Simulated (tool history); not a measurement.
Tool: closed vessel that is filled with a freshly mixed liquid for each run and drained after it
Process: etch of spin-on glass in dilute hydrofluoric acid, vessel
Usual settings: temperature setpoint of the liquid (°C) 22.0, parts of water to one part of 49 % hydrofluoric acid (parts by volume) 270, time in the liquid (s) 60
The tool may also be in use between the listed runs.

run,hour,temperature setpoint of the liquid (°C),parts of water to one part of 49 % hydrofluoric acid (parts by volume),time in the liquid (s),wafers since the last listed run,hours since the thermometer was replaced,hours since the hydrofluoric acid flow meter was replaced,hours since the gauge calibration,"read-back film thickness of the spin-on glass reference wafer, read on the same gauge (nm)",thickness taken off the spin-on glass on a monitor wafer (nm)
1,0.0,22.0,270,45,0,600.2,4.8,91.9,69.99,7.14
2,51.3,22.0,270,45,4208,651.5,56.1,143.2,69.98,7.24
3,95.2,22.0,270,60,3601,695.4,100.0,187.1,70.01,9.79
4,124.9,22.0,270,60,2436,725.1,129.7,216.8,69.97,9.84
5,172.4,22.0,270,60,3896,772.6,177.2,264.3,70.03,9.79
6,228.8,25.0,270,60,4626,829.0,233.6,320.7,70.01,11.17
7,296.8,25.0,270,60,5577,897.0,301.6,388.7,70.01,11.14
8,335.4,25.0,270,60,3166,935.6,340.2,427.3,69.98,11.24
9,406.8,26.0,270,60,5856,1007.0,411.6,498.7,69.95,11.48
10,453.6,26.0,270,60,3838,1053.8,458.4,545.5,70.01,11.62
11,482.2,23.5,270,60,2346,1082.4,487.0,574.1,70.00,10.66
12,520.0,23.5,270,60,3100,1120.2,524.8,611.9,70.00,10.76
13,576.3,22.0,270,60,4618,1176.5,581.1,668.2,69.98,10.23
# hour 602.0: thermometer replaced
14,615.3,22.0,270,60,3117,13.3,620.1,707.2,70.03,10.08
15,807.6,19.5,270,40,15774,205.6,812.4,899.5,70.02,6.23
16,838.6,22.0,170,60,2542,236.6,843.4,930.5,69.97,17.87
# hour 885.1: hydrofluoric acid flow meter replaced
17,897.1,22.0,270,60,4716,295.1,12.0,989.0,70.05,9.52
18,962.5,19.0,220,45,5364,360.5,77.4,1054.4,70.06,8.23
19,995.8,20.5,155,60,2731,393.8,110.7,1087.7,69.99,17.65
20,1023.3,20.5,305,60,2255,421.3,138.2,1115.2,69.96,7.86
21,1074.3,22.0,270,40,4183,472.3,189.2,1166.2,70.03,6.49
# hour 1124.5: gauge calibrated
22,1127.4,23.5,390,35,4355,525.4,242.3,2.9,69.97,3.72
23,1178.8,22.0,270,60,4216,576.8,293.7,54.3,69.98,9.93
24,1203.9,24.5,195,90,2058,601.9,318.8,79.4,69.93,24.62
25,1255.8,22.0,155,80,4257,653.8,370.7,131.3,69.98,25.65
26,1325.1,22.0,270,60,5684,723.1,440.0,200.6,69.95,9.89
27,1379.0,23.5,270,60,4421,777.0,493.9,254.5,70.05,10.59
28,1414.3,22.0,270,60,2895,812.3,529.2,289.8,70.03,9.95
29,1474.5,19.0,390,85,4938,872.5,589.4,350.0,70.02,7.99
30,1544.5,22.0,270,60,5742,942.5,659.4,420.0,70.01,10.16

What the log doesn't show, run by run:
liquid colder than its thermometer reads (K): 0 in every run
gauge reads high (%): 0 in every run
H1: hydrofluoric acid flow above the setpoint (%)
run,H1
1,0.852
2,1.21
3,1.52
4,1.73
5,2.07
6,2.47
7,2.95
8,3.22
9,3.72
10,4.05
11,4.26
12,4.52
13,4.92
14,5.2
15,6.55
16,6.77
17,0.231
18,0.693
19,0.928
20,1.12
21,1.48
22,1.86
23,2.22
24,2.4
25,2.76
26,3.25
27,3.63
28,3.88
29,4.31
30,4.8
